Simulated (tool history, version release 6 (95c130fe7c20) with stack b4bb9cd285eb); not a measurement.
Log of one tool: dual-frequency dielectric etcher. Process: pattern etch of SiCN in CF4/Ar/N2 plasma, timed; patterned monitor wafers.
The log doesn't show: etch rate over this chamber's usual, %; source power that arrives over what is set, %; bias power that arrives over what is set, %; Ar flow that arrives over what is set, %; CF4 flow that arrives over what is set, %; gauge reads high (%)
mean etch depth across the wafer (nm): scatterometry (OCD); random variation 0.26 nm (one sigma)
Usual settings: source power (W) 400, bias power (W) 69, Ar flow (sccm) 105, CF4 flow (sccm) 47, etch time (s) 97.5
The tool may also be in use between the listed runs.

run     day  source power (W)  bias power (W)  Ar flow (sccm)  CF4 flow (sccm)  etch time (s)  wafers since the last listed run  hours since the last wet clean  hours since the last source power generator calibration  hours since the last bias power generator calibration  hours since the last Ar flow controller change  hours since the last CF4 flow controller change  hours since the last upper electrode change  hours since the gauge calibration  read-back reference wafer on the same gauge, depth_nm  mean etch depth across the wafer (nm)
  1       0               400              69             105               47           97.5                                 0                           490.1                                                    202.3                                                 3399.8                                           347.5                                           5179.6                                       2868.9                              964.4                                                   63.4                                   70.6
      1.321  -- bias power generator calibrated
      1.512  -- wet clean of the chamber
  2   1.771               400              80              91               51           76.5                               292                             6.2                                                    244.8                                                   10.8                                             390                                           5222.1                                       2911.4                             1006.9                                                   63.5                                   60.2
  3   3.671               310              69             105               47           97.5                               393                            51.8                                                    290.4                                                   56.4                                           435.6                                           5267.7                                         2957                             1052.5                                                   63.5                                   61.6
  4   6.354               400              69             105               47           97.5                               555                           116.2                                                    354.8                                                  120.8                                             500                                           5332.1                                       3021.4                             1116.9                                                   63.6                                   70.1
      7.162  -- CF4 flow controller replaced
     10.175  -- upper electrode replaced
  5  10.196               300              61             126               52           97.5                               536                           208.4                                                      447                                                    213                                           592.2                                             72.8                                          0.5                             1209.1                                                   63.5                                   56.7
  6  11.321               350              69             105               35             83                               232                           235.4                                                      474                                                    240                                           619.2                                             99.8                                         27.5                             1236.1                                                   63.6                                   53.2
  7  12.762               400              69             105               47           97.5                               298                             270                                                    508.6                                                  274.6                                           653.8                                            134.4                                         62.1                             1270.7                                                   63.5                                   70.5
  8  14.696               400              69             114               36           97.5                               400                           316.4                                                      555                                                    321                                           700.2                                            180.8                                        108.5                             1317.1                                                   63.5                                   67.3
  9    15.9               400              69             130               47           97.5                               249                           345.3                                                    583.9                                                  349.9                                           729.1                                            209.7                                        137.4                               1346                                                   63.5                                     69
 10  17.708               400              54             105               54            112                               374                           388.7                                                    627.3                                                  393.3                                           772.5                                            253.1                                        180.8                             1389.4                                                   63.5                                   73.9
 11  19.838               400              69             105               47           97.5                               440                           439.8                                                    678.4                                                  444.4                                           823.6                                            304.2                                        231.9                             1440.5                                                   63.4                                   70.8
       20.9  -- gauge calibrated
 12  22.021               400              69             105               47           74.5                               451                           492.2                                                    730.8                                                  496.8                                             876                                            356.6                                        284.3                               26.9                                                   63.5                                     54
 13  23.962               320              69              83               56           97.5                               401                           538.8                                                    777.4                                                  543.4                                           922.6                                            403.2                                        330.9                               73.5                                                   63.6                                   65.6
      26.25  -- wet clean of the chamber
 14    29.3               400              76             105               56           97.5                               897                            73.2                                                    905.5                                                  671.5                                          1050.7                                            531.3                                          459                              201.6                                                   63.6                                   74.7
 15  32.175               350              69             105               47           97.5                               594                           142.2                                                    974.5                                                  740.5                                          1119.7                                            600.3                                          528                              270.6                                                   63.5                                   65.8
 16  34.517               400              73             105               47           97.5                               484                           198.4                                                   1030.7                                                  796.7                                          1175.9                                            656.5                                        584.2                              326.8                                                   63.5                                     72
 17   37.05               400              69             105               39           97.5                               524                           259.2                                                   1091.5                                                  857.5                                          1236.7                                            717.3                                          645                              387.6                                                   63.5                                   68.4
 18  39.225               490              82             105               36           97.5                               450                           311.4                                                   1143.7                                                  909.7                                          1288.9                                            769.5                                        697.2                              439.8                                                   63.5                                   81.8
 19  41.233               400              69             114               36           97.5                               415                           359.6                                                   1191.9                                                  957.9                                          1337.1                                            817.7                                        745.4                                488                                                   63.4                                   67.2
 20  44.067               400              69             105               47           97.5                               586                           427.6                                                   1259.9                                                 1025.9                                          1405.1                                            885.7                                        813.4                                556                                                   63.4                                   70.5

5 ways to go on from here, each from the tool as it stands after run 20. What would each give?
  A  44.083               370              69             105               47           97.5                                 3                             428                                                   1260.3                                                 1026.3                                          1405.5                                            886.1                                        813.8                              556.4                                                      ?                                      ?
  B  44.083               320              64             105               47           97.5                                 3                             428                                                   1260.3                                                 1026.3                                          1405.5                                            886.1                                        813.8                              556.4                                                      ?                                      ?
  C  44.083               400              84              90               47            111                                 3                             428                                                   1260.3                                                 1026.3                                          1405.5                                            886.1                                        813.8                              556.4                                                      ?                                      ?
  D  44.083               400              80              85               51           71.5                                 3                             428                                                   1260.3                                                 1026.3                                          1405.5                                            886.1                                        813.8                              556.4                                                      ?                                      ?
  E  44.083               400              79             120               57            106                                 3                             428                                                   1260.3                                                 1026.3                                          1405.5                                            886.1                                        813.8                              556.4                                                      ?                                      ?

run  read-back reference wafer on the same gauge, depth_nm  mean etch depth across the wafer (nm)
  A                                                   63.4                                   67.7
  B                                                   63.4                                   60.8
  C                                                   63.4                                   88.9
  D                                                   63.4                                   57.1
  E                                                   63.4                                   82.3
Without the tool's hidden state the same runs would have given:
run  mean etch depth across the wafer (nm)
  A                                   67.7
  B                                   60.8
  C                                   88.9
  D                                   57.1
  E                                   82.3
